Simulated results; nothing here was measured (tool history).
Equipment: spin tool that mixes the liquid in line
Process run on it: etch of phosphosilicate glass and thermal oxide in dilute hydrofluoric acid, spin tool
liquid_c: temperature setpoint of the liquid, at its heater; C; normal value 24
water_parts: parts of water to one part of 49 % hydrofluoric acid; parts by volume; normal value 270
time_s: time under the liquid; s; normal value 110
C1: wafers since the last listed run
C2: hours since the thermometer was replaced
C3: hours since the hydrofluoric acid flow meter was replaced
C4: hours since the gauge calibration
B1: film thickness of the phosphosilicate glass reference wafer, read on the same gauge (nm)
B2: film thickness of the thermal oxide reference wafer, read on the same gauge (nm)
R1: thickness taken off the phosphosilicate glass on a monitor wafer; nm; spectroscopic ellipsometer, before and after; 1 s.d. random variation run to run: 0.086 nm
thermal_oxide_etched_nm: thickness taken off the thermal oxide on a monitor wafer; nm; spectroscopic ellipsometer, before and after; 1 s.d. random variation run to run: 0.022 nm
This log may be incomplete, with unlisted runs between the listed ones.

Run 1, hour 0: usual settings but liquid_c 20.5 C; C1 0; C2 572.1; C3 512.1; C4 1753.6; B1 150; B2 100.006. Result: R1 18.49 nm, thermal_oxide_etched_nm 1.562 nm.
Run 2, hour 102.5: usual settings but liquid_c 20.5 C; C1 1325; C2 674.6; C3 614.6; C4 1856.1; B1 150; B2 100.024. Result: R1 18.47 nm, thermal_oxide_etched_nm 1.516 nm.
Run 3, hour 141.2: usual settings but time_s 175 s; C1 500; C2 713.3; C3 653.3; C4 1894.8; B1 149.99; B2 100.015. Result: R1 33.4 nm, thermal_oxide_etched_nm 2.764 nm.
At hour 196.9: hydrofluoric acid flow meter replaced.
Run 4, hour 233: usual settings but time_s 60 s; C1 1174; C2 805.1; C3 36.1; C4 1986.6; B1 150.02; B2 100.02. Result: R1 11.51 nm, thermal_oxide_etched_nm 0.944 nm.
Run 5, hour 313.9: usual settings but liquid_c 22 C, time_s 145 s; C1 1046; C2 886; C3 117; C4 2067.5; B1 149.98; B2 100.029. Result: R1 25.9 nm, thermal_oxide_etched_nm 2.173 nm.
Run 6, hour 411.7: usual settings but liquid_c 22 C, water_parts 185 parts by volume, time_s 75 s; C1 1265; C2 983.8; C3 214.8; C4 2165.3; B1 149.99; B2 100.027. Result: R1 21.44 nm, thermal_oxide_etched_nm 1.795 nm.
At hour 445.4: gauge calibrated.
Run 7, hour 451: usual settings but water_parts 215 parts by volume, time_s 165 s; C1 508; C2 1023.1; C3 254.1; C4 5.6; B1 149.98; B2 100.022. Result: R1 42.24 nm, thermal_oxide_etched_nm 3.459 nm.
Run 8, hour 489: usual settings but liquid_c 21 C, water_parts 325 parts by volume, time_s 155 s; C1 491; C2 1061.1; C3 292.1; C4 43.6; B1 149.98; B2 99.993. Result: R1 21.17 nm, thermal_oxide_etched_nm 1.754 nm.
Run 9, hour 544.4: usual settings but liquid_c 29 C, water_parts 165 parts by volume, time_s 130 s; C1 716; C2 1116.5; C3 347.5; C4 99; B1 149.97; B2 100.006. Result: R1 55.27 nm, thermal_oxide_etched_nm 4.553 nm.
Run 10, hour 650.4: usual settings; C1 1371; C2 1222.5; C3 453.5; C4 205; B1 150; B2 99.973. Result: R1 21.37 nm, thermal_oxide_etched_nm 1.74 nm.
Run 11, hour 752.2: usual settings but liquid_c 28 C, water_parts 310 parts by volume; C1 1316; C2 1324.3; C3 555.3; C4 306.8; B1 149.99; B2 100.016. Result: R1 20.52 nm, thermal_oxide_etched_nm 1.728 nm.
Run 12, hour 825.6: usual settings; C1 949; C2 1397.7; C3 628.7; C4 380.2; B1 150; B2 100.009. Result: R1 21.27 nm, thermal_oxide_etched_nm 1.747 nm.
Run 13, hour 909.4: usual settings but water_parts 360 parts by volume; C1 1084; C2 1481.5; C3 712.5; C4 464; B1 150.02; B2 99.95. Result: R1 14.73 nm, thermal_oxide_etched_nm 1.243 nm.
At hour 925.5: hydrofluoric acid flow meter replaced.
Run 14, hour 963.8: usual settings but liquid_c 27.5 C, water_parts 205 parts by volume, time_s 85 s; C1 690; C2 1535.9; C3 38.3; C4 518.4; B1 150; B2 99.996. Result: R1 26.57 nm, thermal_oxide_etched_nm 2.213 nm.
Run 15, hour 1033.3: usual settings but liquid_c 21.5 C, water_parts 235 parts by volume, time_s 60 s; C1 899; C2 1605.4; C3 107.8; C4 587.9; B1 150; B2 99.99. Result: R1 12.67 nm, thermal_oxide_etched_nm 1.043 nm.
Run 16, hour 1105: usual settings; C1 927; C2 1677.1; C3 179.5; C4 659.6; B1 150.02; B2 99.976. Result: R1 21.53 nm, thermal_oxide_etched_nm 1.83 nm.
Run 17, hour 1171: usual settings but liquid_c 21 C, time_s 65 s; C1 853; C2 1743.1; C3 245.5; C4 725.6; B1 149.99; B2 100.004. Result: R1 11.43 nm, thermal_oxide_etched_nm 0.946 nm.
Run 18, hour 1217.8: usual settings; C1 605; C2 1789.9; C3 292.3; C4 772.4; B1 150.01; B2 99.971. Result: R1 21.53 nm, thermal_oxide_etched_nm 1.762 nm.
Run 19, hour 1295.2: usual settings but liquid_c 28.5 C, water_parts 230 parts by volume, time_s 170 s; C1 1001; C2 1867.3; C3 369.7; C4 849.8; B1 149.97; B2 99.99. Result: R1 47.61 nm, thermal_oxide_etched_nm 4.069 nm.
Run 20, hour 1348.4: usual settings but liquid_c 25.5 C; C1 688; C2 1920.5; C3 422.9; C4 903; B1 150.02; B2 99.982. Result: R1 22.68 nm, thermal_oxide_etched_nm 1.9 nm.
At hour 1540.3: thermometer replaced.
Run 21, hour 1557: usual settings but liquid_c 28.5 C, water_parts 190 parts by volume, time_s 65 s; C1 2685; C2 16.7; C3 631.5; C4 1111.6; B1 149.98; B2 99.995. Result: R1 22.12 nm, thermal_oxide_etched_nm 1.902 nm.
Run 22, hour 1609.3: usual settings but liquid_c 25.5 C, water_parts 350 parts by volume, time_s 65 s; C1 676; C2 69; C3 683.8; C4 1163.9; B1 150.02; B2 100.047. Result: R1 9.19 nm, thermal_oxide_etched_nm 0.758 nm.
At hour 1646.6: hydrofluoric acid flow meter replaced.
Run 23, hour 1653: usual settings but liquid_c 27 C, time_s 90 s; C1 552; C2 112.7; C3 6.4; C4 1207.6; B1 150; B2 99.958. Result: R1 18.86 nm, thermal_oxide_etched_nm 1.585 nm.
Run 24, hour 1710.8: usual settings but liquid_c 22 C; C1 747; C2 170.5; C3 64.2; C4 1265.4; B1 150.05; B2 99.976. Result: R1 19.32 nm, thermal_oxide_etched_nm 1.626 nm.
Run 25, hour 1777.7: usual settings; C1 865; C2 237.4; C3 131.1; C4 1332.3; B1 150.05; B2 100.011. Result: R1 20.69 nm, thermal_oxide_etched_nm 1.738 nm.
Run 26, hour 1865.1: usual settings but liquid_c 27.5 C, water_parts 220 parts by volume; C1 1130; C2 324.8; C3 218.5; C4 1419.7; B1 149.96; B2 100.001. Result: R1 30.63 nm, thermal_oxide_etched_nm 2.589 nm.

3 ways to go on from here, each from the tool as it stands after run 26. What would each give?
Run A, hour 1865.5: usual settings but liquid_c 27.5 C; C1 5; C2 325.2; C3 218.9; C4 1420.1; B1 ?; B2 ?. Result: R1 ?, thermal_oxide_etched_nm ?.
Run B, hour 1865.5: usual settings but water_parts 160 parts by volume; C1 5; C2 325.2; C3 218.9; C4 1420.1; B1 ?; B2 ?. Result: R1 ?, thermal_oxide_etched_nm ?.
Run C, hour 1865.5: usual settings but liquid_c 22 C, water_parts 195 parts by volume; C1 5; C2 325.2; C3 218.9; C4 1420.1; B1 ?; B2 ?. Result: R1 ?, thermal_oxide_etched_nm ?.

run   B1   B2     R1  thermal_oxide_etched_nm
  A  150  100  23.44                    1.959
  B  150  100  39.45                    3.296
  C  150  100  28.89                    2.414
The same runs, with their run-to-run variation unchanged, on a tool lacking any hidden condition would have given:
run     R1  thermal_oxide_etched_nm
  A  23.08                    1.928
  B  38.76                    3.239
  C  28.39                    2.372

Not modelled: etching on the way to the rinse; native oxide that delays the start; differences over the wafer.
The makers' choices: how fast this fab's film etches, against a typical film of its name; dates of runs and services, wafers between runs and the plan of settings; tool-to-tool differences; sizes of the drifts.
